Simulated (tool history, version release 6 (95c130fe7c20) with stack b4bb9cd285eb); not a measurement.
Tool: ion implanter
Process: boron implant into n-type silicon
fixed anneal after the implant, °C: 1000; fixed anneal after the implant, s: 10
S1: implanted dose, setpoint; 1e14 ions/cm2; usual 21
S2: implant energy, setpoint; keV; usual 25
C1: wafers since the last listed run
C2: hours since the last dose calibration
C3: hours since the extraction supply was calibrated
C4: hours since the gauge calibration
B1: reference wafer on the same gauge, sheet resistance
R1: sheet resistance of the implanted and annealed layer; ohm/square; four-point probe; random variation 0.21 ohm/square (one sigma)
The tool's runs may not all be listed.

run	hour	S1	S2	C1	C2	C3	C4	B1	R1
1	0	21	25	0	399	1930.8	110.8	74.53	69.82
2	40.5	21	25	711	439.5	1971.3	151.3	74.35	69.85
3	81.5	21	25	720	480.5	2012.3	192.3	74.39	69.88
4	125.5	21	25	772	524.5	2056.3	236.3	74.41	69.7
5	195.2	21	25	1224	594.2	2126	306	74.46	69.91
6	223.6	21	25	498	622.6	2154.4	334.4	74.51	69.94
7	293.4	21	25	1226	692.4	2224.2	404.2	74.41	70.06
8	343.5	21	25	880	742.5	2274.3	454.3	74.43	70.35
9	368.2	21	25	433	767.2	2299	479	74.32	70.21
10	408.1	21	25	700	807.1	2338.9	518.9	74.37	70.35

Forecast run 11:
# hour 464.3: extraction supply calibrated
11	468.2	16.54	25	915	867.2	3.9	579	?	?

Run 11 gave B1 74.29, R1 81.09 ohm/square.
Without the tool's hidden state the same run would have given R1 79.07 ohm/square.
